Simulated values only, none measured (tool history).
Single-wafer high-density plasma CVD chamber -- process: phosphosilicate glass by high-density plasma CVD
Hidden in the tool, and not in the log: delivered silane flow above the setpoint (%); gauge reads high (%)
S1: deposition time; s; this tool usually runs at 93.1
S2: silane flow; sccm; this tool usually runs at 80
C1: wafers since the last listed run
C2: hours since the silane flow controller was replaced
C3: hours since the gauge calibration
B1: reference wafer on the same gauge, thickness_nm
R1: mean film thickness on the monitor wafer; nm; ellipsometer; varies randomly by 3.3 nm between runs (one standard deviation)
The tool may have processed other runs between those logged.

Run 1, hour 0.0: usual settings but S1 82.5 s, S2 89 sccm; C1 0; C2 3494.1; C3 617.0; B1 777.479. Result: R1 728.384 nm.
Run 2, hour 61.5: usual settings but S1 82.5 s, S2 89 sccm; C1 710; C2 3555.6; C3 678.5; B1 777.267. Result: R1 736.356 nm.
Run 3, hour 100.7: usual settings but S1 82.5 s, S2 89 sccm; C1 453; C2 3594.8; C3 717.7; B1 777.275. Result: R1 726.756 nm.
Run 4, hour 175.7: usual settings but S1 86.4 s, S2 89 sccm; C1 866; C2 3669.8; C3 792.7; B1 776.754. Result: R1 772.341 nm.
Run 5, hour 217.0: usual settings but S1 78.2 s; C1 477; C2 3711.1; C3 834.0; B1 777.282. Result: R1 649.151 nm.
Run 6, hour 306.4: usual settings; C1 1033; C2 3800.5; C3 923.4; B1 776.983. Result: R1 774.058 nm.
Run 7, hour 584.9: usual settings; C1 3219; C2 4079.0; C3 1201.9; B1 776.963. Result: R1 772.183 nm.
Run 8, hour 672.9: usual settings; C1 1017; C2 4167.0; C3 1289.9; B1 777.261. Result: R1 772.175 nm.
Run 9, hour 722.0: usual settings; C1 567; C2 4216.1; C3 1339.0; B1 777.482. Result: R1 773.907 nm.
Run 10, hour 814.7: usual settings; C1 1071; C2 4308.8; C3 1431.7; B1 776.895. Result: R1 772.589 nm.
Run 11, hour 865.4: usual settings; C1 586; C2 4359.5; C3 1482.4; B1 776.898. Result: R1 771.073 nm.
At hour 948.3: silane flow controller replaced.
Run 12, hour 948.8: usual settings; C1 871; C2 0.5; C3 1565.8; B1 776.078. Result: R1 751.060 nm.
Run 13, hour 1034.8: usual settings; C1 994; C2 86.5; C3 1651.8; B1 777.614. Result: R1 755.254 nm.
Run 14, hour 1096.9: usual settings; C1 717; C2 148.6; C3 1713.9; B1 776.694. Result: R1 751.821 nm.
Run 15, hour 1174.6: usual settings but S1 84.3 s, S2 65 sccm; C1 898; C2 226.3; C3 1791.6; B1 776.547. Result: R1 599.813 nm.
Run 16, hour 1230.8: usual settings; C1 649; C2 282.5; C3 1847.8; B1 776.990. Result: R1 761.398 nm.
At hour 1314.1: gauge calibrated.
Run 17, hour 1547.8: usual settings but S1 83.3 s, S2 93 sccm; C1 3664; C2 599.5; C3 233.7; B1 776.149. Result: R1 757.451 nm.
Run 18, hour 1599.6: usual settings but S1 82.5 s, S2 89 sccm; C1 598; C2 651.3; C3 285.5; B1 776.980. Result: R1 729.253 nm.
Run 19, hour 1676.0: usual settings but S1 75.8 s, S2 90 sccm; C1 883; C2 727.7; C3 361.9; B1 777.376. Result: R1 678.998 nm.
Run 20, hour 1735.9: usual settings but S1 108.7 s; C1 692; C2 787.6; C3 421.8; B1 776.548. Result: R1 900.138 nm.
Run 21, hour 1815.0: usual settings but S1 84.2 s; C1 914; C2 866.7; C3 500.9; B1 777.014. Result: R1 694.191 nm.
Run 22, hour 1916.7: usual settings; C1 1175; C2 968.4; C3 602.6; B1 777.309. Result: R1 768.861 nm.
Run 23, hour 1988.7: usual settings but S2 87 sccm; C1 832; C2 1040.4; C3 674.6; B1 776.841. Result: R1 814.440 nm.
Run 24, hour 2073.4: usual settings; C1 979; C2 1125.1; C3 759.3; B1 777.054. Result: R1 772.053 nm.
Run 25, hour 2176.0: usual settings but S1 83.2 s, S2 74 sccm; C1 1186; C2 1227.7; C3 861.9; B1 776.687. Result: R1 659.587 nm.
Run 26, hour 2215.4: usual settings but S1 83.3 s, S2 93 sccm; C1 455; C2 1267.1; C3 901.3; B1 776.988. Result: R1 766.772 nm.
Run 27, hour 2280.0: usual settings but S2 90 sccm; C1 746; C2 1331.7; C3 965.9; B1 776.854. Result: R1 842.644 nm.
Run 28, hour 2342.0: usual settings; C1 716; C2 1393.7; C3 1027.9; B1 777.021. Result: R1 775.479 nm.

Measured minus without-hidden-state, run by run (identical run-to-run variation in each term; gauge scatter may differ):
run       R1
  1  +16.458
  2  +16.742
  3  +16.587
  4  +17.751
  5  +14.974
  6  +17.991
  7  +18.316
  8  +18.417
  9  +18.513
 10  +18.578
 11  +18.592
 12   +1.627
 13   +3.520
 14   +4.783
 15   +5.026
 16   +7.434
 17  +12.543
 18  +12.778
 19  +12.817
 20  +17.899
 21  +14.681
 22  +17.429
 23  +19.283
 24  +19.143
 25  +17.189
 26  +20.335
 27  +22.959
 28  +21.646
